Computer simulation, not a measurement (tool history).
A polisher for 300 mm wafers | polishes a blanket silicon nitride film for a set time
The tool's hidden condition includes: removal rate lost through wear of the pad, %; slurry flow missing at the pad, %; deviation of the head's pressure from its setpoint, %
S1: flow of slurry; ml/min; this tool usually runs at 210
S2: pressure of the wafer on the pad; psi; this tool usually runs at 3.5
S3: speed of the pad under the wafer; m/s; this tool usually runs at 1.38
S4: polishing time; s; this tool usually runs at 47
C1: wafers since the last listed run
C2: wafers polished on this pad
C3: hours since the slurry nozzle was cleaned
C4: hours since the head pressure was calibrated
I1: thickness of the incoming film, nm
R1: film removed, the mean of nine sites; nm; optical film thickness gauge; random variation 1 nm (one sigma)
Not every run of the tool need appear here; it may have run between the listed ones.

run,hour,S1,S2,S3,S4,C1,C2,C3,C4,I1,R1
1,0,210,3.5,1.38,47,0,136,225.8,539.1,490.1,114.8
2,15.7,210,3.5,1.38,47,88,224,241.5,554.8,491.5,114
3,23.5,210,3.5,1.38,47,44,269,249.3,562.6,492.4,114.2
4,32.6,210,3.5,1.38,47,51,320,258.4,571.7,494,113.9
# hour 43.8: slurry nozzle cleaned
5,46.6,210,3.5,1.38,47,73,393,2.8,585.7,496.4,118
6,57.3,210,3.5,1.38,47,60,454,13.5,596.4,491.4,119.5
7,71.5,210,3.5,1.38,47,80,534,27.7,610.6,484.4,118.6
8,84.4,210,3.5,1.38,47,72,607,40.6,623.5,494.1,117.8
9,90.9,210,3.5,1.38,47,36,644,47.1,630,488.9,118
10,107.1,210,3.5,1.38,47,91,736,63.3,646.2,493.6,117.4
11,115.1,210,3.5,1.38,47,45,781,71.3,654.2,488.6,117.1
12,127.9,180,3.5,1.38,47,72,853,84.1,667,494.1,114
13,139.6,180,3.5,1.38,47,66,919,95.8,678.7,488.4,113.9
14,148.2,180,3.5,1.38,47,48,968,104.4,687.3,489.4,113.4
15,154.8,210,3.5,1.38,47,37,1005,111,693.9,492.6,115.4
# hour 166.7: worn pad replaced by a new one
16,169.1,210,2.6,1.38,47,58,13,125.3,708.2,491.4,97.3
# hour 180: head pressure recalibrated
17,185.9,210,3.5,1.38,47,83,97,142.1,5.9,495.2,113.6
18,192.9,210,3.5,1.38,47,39,136,149.1,12.9,483,114.9
19,207.5,210,3.5,1.38,55,82,219,163.7,27.5,482.8,133.7
20,217.1,240,4.3,1.56,47,54,273,173.3,37.1,490.6,146.2
21,225.9,160,4.2,1.38,59,49,323,182.1,45.9,487,153.2
22,234.2,230,4.4,1.76,62,46,370,190.4,54.2,488.9,214.4
23,242.5,210,4.6,1.7,33,46,417,198.7,62.5,494,112.4
24,249.9,285,3.2,1.68,47,41,459,206.1,69.9,485.1,130.6
# hour 261: slurry nozzle cleaned
25,261.5,210,3.5,1.38,47,59,519,0.5,81.5,490.3,119.4
26,274.8,185,4.4,1.38,51,75,594,13.8,94.8,485.8,144.2
27,292.8,235,3,1.78,47,101,696,31.8,112.8,494,132.2
28,299.7,145,3,1.38,47,39,735,38.7,119.7,491,103
29,310.5,210,3.5,1.6,47,61,796,49.5,130.5,486.5,130.6
30,326.1,210,2.7,1.86,38,88,884,65.1,146.1,481.4,102.4
31,337.2,145,3.8,1.7,57,62,947,76.2,157.2,494.9,165.2
32,344.9,175,4.4,1.38,47,43,990,83.9,164.9,489.6,131
33,351.3,210,3.5,1.38,47,36,1026,90.3,171.3,488.8,117.1

The same runs without the tool's hidden state, with the same run-to-run variation:
run,R1
1,119.5
2,118.6
3,119
4,118.6
5,118.2
6,120.2
7,119.9
8,119.5
9,119.9
10,119.8
11,119.6
12,117.2
13,117.4
14,117.1
15,118.8
16,100.4
17,117.3
18,118.8
19,138.3
20,150.8
21,160.1
22,221.7
23,116.6
24,134.3
25,119.6
26,145.4
27,133.7
28,105.1
29,133
30,104.7
31,170.7
32,134.9
33,120.3
